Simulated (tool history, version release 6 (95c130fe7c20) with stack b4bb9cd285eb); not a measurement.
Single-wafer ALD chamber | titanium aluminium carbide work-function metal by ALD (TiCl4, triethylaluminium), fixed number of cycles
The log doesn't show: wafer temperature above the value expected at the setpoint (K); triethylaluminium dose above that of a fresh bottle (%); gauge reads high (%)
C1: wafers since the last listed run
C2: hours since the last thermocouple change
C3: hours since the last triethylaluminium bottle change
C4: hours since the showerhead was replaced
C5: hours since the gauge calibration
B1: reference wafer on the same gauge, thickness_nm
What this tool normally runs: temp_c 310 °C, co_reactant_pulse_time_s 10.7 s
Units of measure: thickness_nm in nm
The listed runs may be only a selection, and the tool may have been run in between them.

{"run": 1, "hour": 0.0, "temp_c": 310, "co_reactant_pulse_time_s": 10.7, "C1": 0, "C2": 1700.4, "C3": 1674, "C4": 6712.1, "C5": 184.8, "B1": 2.133, "thickness_nm": 2.02}
{"run": 2, "hour": 33.8, "temp_c": 305, "co_reactant_pulse_time_s": 7.37, "C1": 390, "C2": 1734.2, "C3": 1707.8, "C4": 6745.9, "C5": 218.6, "B1": 2.136, "thickness_nm": 1.699}
{"run": 3, "hour": 58.3, "temp_c": 303, "co_reactant_pulse_time_s": 13.52, "C1": 283, "C2": 1758.7, "C3": 1732.3, "C4": 6770.4, "C5": 243.1, "B1": 2.139, "thickness_nm": 1.985}
{"run": 4, "hour": 81.5, "temp_c": 310, "co_reactant_pulse_time_s": 10.7, "C1": 268, "C2": 1781.9, "C3": 1755.5, "C4": 6793.6, "C5": 266.3, "B1": 2.144, "thickness_nm": 2.027}
{"run": 5, "hour": 97.6, "temp_c": 310, "co_reactant_pulse_time_s": 10.7, "C1": 186, "C2": 1798, "C3": 1771.6, "C4": 6809.7, "C5": 282.4, "B1": 2.146, "thickness_nm": 2.019}
{"hour": 100.4, "done": "gauge calibrated"}
{"run": 6, "hour": 112.2, "temp_c": 310, "co_reactant_pulse_time_s": 10.7, "C1": 168, "C2": 1812.6, "C3": 1786.2, "C4": 6824.3, "C5": 11.8, "B1": 2.119, "thickness_nm": 2.008}
{"run": 7, "hour": 135.9, "temp_c": 310, "co_reactant_pulse_time_s": 10.7, "C1": 273, "C2": 1836.3, "C3": 1809.9, "C4": 6848, "C5": 35.5, "B1": 2.12, "thickness_nm": 2.006}
{"hour": 158.7, "done": "triethylaluminium bottle replaced"}
{"run": 8, "hour": 167.6, "temp_c": 310, "co_reactant_pulse_time_s": 10.7, "C1": 273, "C2": 1868, "C3": 8.9, "C4": 6879.7, "C5": 67.2, "B1": 2.118, "thickness_nm": 2.007}
{"run": 9, "hour": 195.9, "temp_c": 310, "co_reactant_pulse_time_s": 10.7, "C1": 327, "C2": 1896.3, "C3": 37.2, "C4": 6908, "C5": 95.5, "B1": 2.121, "thickness_nm": 2.005}
{"run": 10, "hour": 210.6, "temp_c": 310, "co_reactant_pulse_time_s": 10.7, "C1": 169, "C2": 1911, "C3": 51.9, "C4": 6922.7, "C5": 110.2, "B1": 2.121, "thickness_nm": 1.996}
{"run": 11, "hour": 236.5, "temp_c": 310, "co_reactant_pulse_time_s": 10.7, "C1": 299, "C2": 1936.9, "C3": 77.8, "C4": 6948.6, "C5": 136.1, "B1": 2.126, "thickness_nm": 2.006}
{"run": 12, "hour": 263.4, "temp_c": 310, "co_reactant_pulse_time_s": 6.79, "C1": 310, "C2": 1963.8, "C3": 104.7, "C4": 6975.5, "C5": 163, "B1": 2.126, "thickness_nm": 1.611}
{"hour": 290.6, "done": "thermocouple changed; heater temperature recalibrated"}
{"run": 13, "hour": 291.1, "temp_c": 306, "co_reactant_pulse_time_s": 9.25, "C1": 227, "C2": 0.5, "C3": 132.4, "C4": 7003.2, "C5": 190.7, "B1": 2.131, "thickness_nm": 1.901}
{"run": 14, "hour": 296.7, "temp_c": 322, "co_reactant_pulse_time_s": 13.64, "C1": 64, "C2": 6.1, "C3": 138, "C4": 7008.8, "C5": 196.3, "B1": 2.131, "thickness_nm": 2.152}
{"run": 15, "hour": 314.3, "temp_c": 310, "co_reactant_pulse_time_s": 10.7, "C1": 203, "C2": 23.7, "C3": 155.6, "C4": 7026.4, "C5": 213.9, "B1": 2.132, "thickness_nm": 2.011}
{"run": 16, "hour": 343.7, "temp_c": 310, "co_reactant_pulse_time_s": 10.7, "C1": 339, "C2": 53.1, "C3": 185, "C4": 7055.8, "C5": 243.3, "B1": 2.135, "thickness_nm": 2.021}
{"run": 17, "hour": 361.8, "temp_c": 321, "co_reactant_pulse_time_s": 9.06, "C1": 209, "C2": 71.2, "C3": 203.1, "C4": 7073.9, "C5": 261.4, "B1": 2.137, "thickness_nm": 2.041}
{"hour": 383.7, "done": "showerhead replaced"}
{"run": 18, "hour": 384.3, "temp_c": 310, "co_reactant_pulse_time_s": 10.7, "C1": 167, "C2": 93.7, "C3": 225.6, "C4": 0.6, "C5": 283.9, "B1": 2.14, "thickness_nm": 2.027}
{"hour": 396.0, "done": "gauge calibrated"}
{"run": 19, "hour": 408.2, "temp_c": 310, "co_reactant_pulse_time_s": 9.41, "C1": 276, "C2": 117.6, "C3": 249.5, "C4": 24.5, "C5": 12.2, "B1": 2.119, "thickness_nm": 1.954}
{"run": 20, "hour": 512.3, "temp_c": 314, "co_reactant_pulse_time_s": 13.64, "C1": 1203, "C2": 221.7, "C3": 353.6, "C4": 128.6, "C5": 116.3, "B1": 2.123, "thickness_nm": 2.082}
{"run": 21, "hour": 526.3, "temp_c": 320, "co_reactant_pulse_time_s": 8.35, "C1": 161, "C2": 235.7, "C3": 367.6, "C4": 142.6, "C5": 130.3, "B1": 2.122, "thickness_nm": 1.961}

Describe how what the log doesn't record of the tool's condition differs between the last listed run preceding each entry between runs and the first listed run following it.
Run 5 -> run 6: gauge calibrated (hour 100.4)
  gauge reads high (%): 1.18 -> -0.0219
  difference, measured minus the result without the unlogged condition, thickness_nm: +0.024 -> -0.001 nm
Run 7 -> run 8: triethylaluminium bottle replaced (hour 158.7)
  gauge reads high (%): -0.00807 -> 0.0322
  difference, measured minus the result without the unlogged condition, thickness_nm: +0 -> +0.001 nm
Run 12 -> run 13: thermocouple changed; heater temperature recalibrated (hour 290.6)
  gauge reads high (%): 0.305 -> 0.426
  difference, measured minus the result without the unlogged condition, thickness_nm: +0.004 -> +0.008 nm
Run 17 -> run 18: showerhead replaced (hour 383.7)
  gauge reads high (%): 0.822 -> 0.973
  difference, measured minus the result without the unlogged condition, thickness_nm: +0.017 -> +0.019 nm
Run 18 -> run 19: gauge calibrated (hour 396)
  gauge reads high (%): 0.973 -> -0.0492
  difference, measured minus the result without the unlogged condition, thickness_nm: +0.019 -> -0.001 nm
